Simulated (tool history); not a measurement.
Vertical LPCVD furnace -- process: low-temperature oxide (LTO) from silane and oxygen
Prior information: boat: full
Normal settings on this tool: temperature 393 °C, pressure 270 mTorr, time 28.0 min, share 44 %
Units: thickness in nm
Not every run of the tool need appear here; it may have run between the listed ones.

run	hour	temperature	pressure	time	share	wafers since the last listed run	hours since the last temperature calibration	hours since the pressure gauge was zeroed	hours since the silane flow controller was replaced	hours since the gauge calibration	read-back reference wafer on the same gauge, thickness	thickness
1	0.0	393	270	28.0	44	0	1489.0	2836.1	5793.1	472.5	361.44	327.99
2	54.7	393	270	28.0	44	824	1543.7	2890.8	5847.8	527.2	360.69	325.99
3	111.2	393	270	28.0	44	851	1600.2	2947.3	5904.3	583.7	361.31	328.64
4	190.5	393	270	28.0	44	1194	1679.5	3026.6	5983.6	663.0	361.66	329.11
5	296.0	393	270	28.0	44	1589	1785.0	3132.1	6089.1	768.5	360.84	328.04
6	389.5	389	270	28.0	44	1408	1878.5	3225.6	6182.6	862.0	360.68	315.35
7	458.6	393	270	28.0	44	1040	1947.6	3294.7	6251.7	931.1	360.30	325.24
# hour 483.8: pressure gauge zeroed
8	537.2	393	270	28.0	44	822	2026.2	53.4	6330.3	1009.7	360.32	329.85
9	577.0	393	270	28.0	44	599	2066.0	93.2	6370.1	1049.5	361.49	329.65
10	665.1	402	270	28.0	44	1327	2154.1	181.3	6458.2	1137.6	360.92	364.28
11	747.0	393	270	22.0	50	1233	2236.0	263.2	6540.1	1219.5	360.54	293.78
# hour 761.8: gauge calibrated
# hour 780.7: silane flow controller replaced
12	819.1	400	270	28.0	44	724	2308.1	335.3	38.4	57.3	361.05	358.55
13	859.3	388	225	17.0	44	605	2348.3	375.5	78.6	97.5	360.95	160.97
# hour 967.6: thermocouples replaced and temperature profile calibrated
14	968.1	393	305	28.0	50	1277	0.5	484.3	187.4	206.3	360.80	435.72
15	1009.3	393	270	28.0	44	620	41.7	525.5	228.6	247.5	361.04	342.31
16	1097.4	393	270	28.0	44	1327	129.8	613.6	316.7	335.6	359.94	340.65
17	1140.4	387	270	34.5	44	647	172.8	656.6	359.7	378.6	362.06	391.58
# hour 1182.1: thermocouples replaced and temperature profile calibrated, repeated, since the last time left the tool worse
18	1218.0	393	270	28.0	38	807	35.9	734.2	437.3	456.2	361.10	271.26
19	1320.2	393	270	24.0	50	1539	138.1	836.4	539.5	558.4	360.59	317.03
20	1423.4	385	240	28.0	41	1554	241.3	939.6	642.7	661.6	361.11	243.09

Here are 3 independent what-if runs from the current tool condition. What would each one return?
A	1427.3	393	270	28.0	44	58	245.2	943.5	646.6	665.5	?	?
B	1427.3	393	270	28.0	41	58	245.2	943.5	646.6	665.5	?	?
C	1427.3	403	295	28.0	44	58	245.2	943.5	646.6	665.5	?	?

run	read-back reference wafer on the same gauge, thickness	thickness
A	360.64	323.25
B	360.64	298.37
C	360.64	393.31
The same runs, with their run-to-run variation unchanged, on a tool lacking any hidden condition would have given:
run	thickness
A	322.25
B	297.42
C	392.14
